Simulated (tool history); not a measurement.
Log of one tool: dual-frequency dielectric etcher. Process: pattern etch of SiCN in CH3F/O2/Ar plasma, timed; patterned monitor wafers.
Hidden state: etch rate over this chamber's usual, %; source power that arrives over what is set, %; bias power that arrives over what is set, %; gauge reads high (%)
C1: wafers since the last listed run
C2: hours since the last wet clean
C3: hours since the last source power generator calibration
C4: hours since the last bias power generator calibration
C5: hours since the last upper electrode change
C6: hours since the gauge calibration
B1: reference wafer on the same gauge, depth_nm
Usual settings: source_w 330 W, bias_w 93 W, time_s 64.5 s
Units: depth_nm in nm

Run 1, hour 0: usual settings; C1 0; C2 301.6; C3 2042.1; C4 2416.3; C5 3080.4; C6 168.3; B1 20.9. Result: depth_nm 21.6 nm.
Run 2, hour 14.4: usual settings; C1 102; C2 316; C3 2056.5; C4 2430.7; C5 3094.8; C6 182.7; B1 20.9. Result: depth_nm 21.57 nm.
Run 3, hour 22.5: usual settings; C1 57; C2 324.1; C3 2064.6; C4 2438.8; C5 3102.9; C6 190.8; B1 20.91. Result: depth_nm 21.57 nm.
Run 4, hour 30.2: usual settings; C1 54; C2 331.8; C3 2072.3; C4 2446.5; C5 3110.6; C6 198.5; B1 20.91. Result: depth_nm 21.7 nm.
Run 5, hour 38.6: usual settings; C1 59; C2 340.2; C3 2080.7; C4 2454.9; C5 3119; C6 206.9; B1 20.91. Result: depth_nm 21.49 nm.
Run 6, hour 56.5: usual settings; C1 127; C2 358.1; C3 2098.6; C4 2472.8; C5 3136.9; C6 224.8; B1 20.9. Result: depth_nm 21.42 nm.
Run 7, hour 73.8: usual settings; C1 122; C2 375.4; C3 2115.9; C4 2490.1; C5 3154.2; C6 242.1; B1 20.92. Result: depth_nm 21.46 nm.
Run 8, hour 91.7: usual settings; C1 127; C2 393.3; C3 2133.8; C4 2508; C5 3172.1; C6 260; B1 20.9. Result: depth_nm 21.4 nm.
Run 9, hour 108.3: usual settings but source_w 270 W; C1 117; C2 409.9; C3 2150.4; C4 2524.6; C5 3188.7; C6 276.6; B1 20.91. Result: depth_nm 20.27 nm.
At hour 142.2: source power generator calibrated.
At hour 145.5: gauge calibrated.
At hour 146.5: bias power generator calibrated.
Run 10, hour 147: usual settings but source_w 270 W; C1 217; C2 448.6; C3 4.8; C4 0.5; C5 3227.4; C6 1.5; B1 20.92. Result: depth_nm 20.32 nm.
Run 11, hour 155.1: usual settings but time_s 73.5 s; C1 57; C2 456.7; C3 12.9; C4 8.6; C5 3235.5; C6 9.6; B1 20.91. Result: depth_nm 24.23 nm.
At hour 187.2: wet clean of the chamber.
Run 12, hour 187.7: usual settings but time_s 73.5 s; C1 61; C2 0.5; C3 45.5; C4 41.2; C5 3268.1; C6 42.2; B1 20.9. Result: depth_nm 24.9 nm.
Run 13, hour 188: usual settings but time_s 73.5 s; C1 2; C2 0.8; C3 45.8; C4 41.5; C5 3268.4; C6 42.5; B1 20.9. Result: depth_nm 25.09 nm.
Run 14, hour 188.3: usual settings but source_w 290 W, bias_w 74 W, time_s 54.5 s; C1 2; C2 1.1; C3 46.1; C4 41.8; C5 3268.7; C6 42.8; B1 20.9. Result: depth_nm 16.98 nm.
Run 15, hour 197.3: usual settings; C1 63; C2 10.1; C3 55.1; C4 50.8; C5 3277.7; C6 51.8; B1 20.91. Result: depth_nm 22.02 nm.
Run 16, hour 205: usual settings but time_s 73 s; C1 54; C2 17.8; C3 62.8; C4 58.5; C5 3285.4; C6 59.5; B1 20.89. Result: depth_nm 24.92 nm.
At hour 233.4: upper electrode replaced.
Run 17, hour 233.9: usual settings; C1 34; C2 46.7; C3 91.7; C4 87.4; C5 0.5; C6 88.4; B1 20.88. Result: depth_nm 21.97 nm.
Run 18, hour 234.3: usual settings but source_w 250 W, time_s 46 s; C1 2; C2 47.1; C3 92.1; C4 87.8; C5 0.9; C6 88.8; B1 20.9. Result: depth_nm 14.48 nm.
Run 19, hour 240.4: usual settings but source_w 390 W, bias_w 115 W, time_s 48.5 s; C1 43; C2 53.2; C3 98.2; C4 93.9; C5 7; C6 94.9; B1 20.91. Result: depth_nm 18.19 nm.
Run 20, hour 254.5: usual settings but bias_w 77 W; C1 100; C2 67.3; C3 112.3; C4 108; C5 21.1; C6 109; B1 20.9. Result: depth_nm 20.97 nm.
Run 21, hour 261.8: usual settings but source_w 300 W; C1 51; C2 74.6; C3 119.6; C4 115.3; C5 28.4; C6 116.3; B1 20.9. Result: depth_nm 21.33 nm.
Run 22, hour 271.5: usual settings but source_w 290 W, bias_w 74 W, time_s 54.5 s; C1 68; C2 84.3; C3 129.3; C4 125; C5 38.1; C6 126; B1 20.9. Result: depth_nm 16.93 nm.
Run 23, hour 286.9: usual settings but source_w 260 W; C1 109; C2 99.7; C3 144.7; C4 140.4; C5 53.5; C6 141.4; B1 20.89. Result: depth_nm 20.37 nm.

Forecast run 24:
Run 24, hour 299.4: usual settings but source_w 360 W, time_s 45.5 s; C1 88; C2 112.2; C3 157.2; C4 152.9; C5 66; C6 153.9; B1 ?. Result: depth_nm ?.

{"run 24": {"B1": 20.9, "depth_nm": 15.88}}
Without the tool's hidden state the same run would have given depth_nm 16.1 nm.
